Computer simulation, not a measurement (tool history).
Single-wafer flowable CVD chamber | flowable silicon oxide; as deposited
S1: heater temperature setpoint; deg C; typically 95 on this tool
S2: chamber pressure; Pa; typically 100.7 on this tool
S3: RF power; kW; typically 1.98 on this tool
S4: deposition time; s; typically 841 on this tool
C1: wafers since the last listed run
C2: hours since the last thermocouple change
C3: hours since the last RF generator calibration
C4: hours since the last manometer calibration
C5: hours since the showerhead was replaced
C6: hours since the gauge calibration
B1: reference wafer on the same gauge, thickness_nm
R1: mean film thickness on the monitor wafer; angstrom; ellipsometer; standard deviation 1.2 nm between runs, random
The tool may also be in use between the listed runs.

| run | hour | S1 | S2 | S3 | S4 | C1 | C2 | C3 | C4 | C5 | C6 | B1 | R1 |
|---|---|---|---|---|---|---|---|---|---|---|---|---|---|
| 1 | 0 | 95 | 100.7 | 1.98 | 841 | 0 | 1374.8 | 638.8 | 427.9 | 6220.8 | 1216.2 | 506.13 | 5600.13 |
| 2 | 78.7 | 103 | 100.7 | 1.98 | 841 | 132 | 1453.5 | 717.5 | 506.6 | 6299.5 | 1294.9 | 505.836 | 4416.91 |
| 3 | 253.7 | 103 | 100.7 | 1.98 | 841 | 295 | 1628.5 | 892.5 | 681.6 | 6474.5 | 1469.9 | 505.798 | 4456.45 |
| 4 | 331 | 103 | 100.7 | 1.98 | 841 | 130 | 1705.8 | 969.8 | 758.9 | 6551.8 | 1547.2 | 506.053 | 4461.41 |
| 5 | 389.2 | 95 | 100.7 | 2.095 | 841 | 98 | 1764 | 1028 | 817.1 | 6610 | 1605.4 | 505.849 | 5679.41 |
| 6 | 486.1 | 95 | 100.7 | 2.095 | 841 | 163 | 1860.9 | 1124.9 | 914 | 6706.9 | 1702.3 | 506.021 | 5715.6 |
| 7 | 591.9 | 95 | 100.7 | 1.98 | 841 | 178 | 1966.7 | 1230.7 | 1019.8 | 6812.7 | 1808.1 | 506.147 | 5646.05 |
| 8 | 689.2 | 95 | 100.7 | 1.98 | 841 | 164 | 2064 | 1328 | 1117.1 | 6910 | 1905.4 | 505.948 | 5681.59 |
|  | 706.7 | gauge calibrated |
| 9 | 733.8 | 84 | 75.9 | 1.98 | 913 | 75 | 2108.6 | 1372.6 | 1161.7 | 6954.6 | 27.1 | 505.915 | 6320.72 |
| 10 | 805.9 | 85 | 93.1 | 2.17 | 841 | 121 | 2180.7 | 1444.7 | 1233.8 | 7026.7 | 99.2 | 506.145 | 7044.38 |
| 11 | 894.1 | 83 | 100.7 | 1.98 | 841 | 148 | 2268.9 | 1532.9 | 1322 | 7114.9 | 187.4 | 505.995 | 7906.8 |
|  | 982.9 | thermocouple changed; heater temperature recalibrated |
| 12 | 983.4 | 95 | 100.7 | 1.98 | 841 | 137 | 0.5 | 1622.2 | 1411.3 | 7204.2 | 276.7 | 505.941 | 5562.06 |
|  | 1041 | showerhead replaced |
| 13 | 1070.6 | 91 | 122 | 1.705 | 925 | 133 | 87.7 | 1709.4 | 1498.5 | 29.6 | 363.9 | 505.689 | 8093.86 |
|  | 1117.2 | RF generator calibrated |
|  | 1153.2 | capacitance manometer re-zeroed and calibrated |
| 14 | 1162.5 | 85 | 122.5 | 2.185 | 982 | 127 | 179.6 | 45.3 | 9.3 | 121.5 | 455.8 | 506.107 | 10564.31 |
| 15 | 1228.2 | 86 | 107.1 | 1.98 | 841 | 110 | 245.3 | 111 | 75 | 187.2 | 521.5 | 505.899 | 7534.76 |
| 16 | 1393.3 | 102 | 100.7 | 1.875 | 935 | 278 | 410.4 | 276.1 | 240.1 | 352.3 | 686.6 | 505.892 | 4967.72 |
| 17 | 1480.3 | 89 | 100.7 | 1.98 | 841 | 146 | 497.4 | 363.1 | 327.1 | 439.3 | 773.6 | 506.025 | 6585.79 |

Same runs, no hidden state in the tool, same run-to-run variation:
Hidden conditions of the tool in this case: wafer temperature above the value expected at the setpoint (K); delivered RF power above the setpoint (%); true pressure above the setpoint (%); gauge reads high (%).
| run | R1 |
|---|---|
| 1 | 5499.65 |
| 2 | 4328.81 |
| 3 | 4350.82 |
| 4 | 4348.27 |
| 5 | 5530.46 |
| 6 | 5554 |
| 7 | 5473.82 |
| 8 | 5496.65 |
| 9 | 6118.96 |
| 10 | 6810.51 |
| 11 | 7632.23 |
| 12 | 5481.49 |
| 13 | 7969.42 |
| 14 | 10550.4 |
| 15 | 7514.45 |
| 16 | 4935.45 |
| 17 | 6534.05 |

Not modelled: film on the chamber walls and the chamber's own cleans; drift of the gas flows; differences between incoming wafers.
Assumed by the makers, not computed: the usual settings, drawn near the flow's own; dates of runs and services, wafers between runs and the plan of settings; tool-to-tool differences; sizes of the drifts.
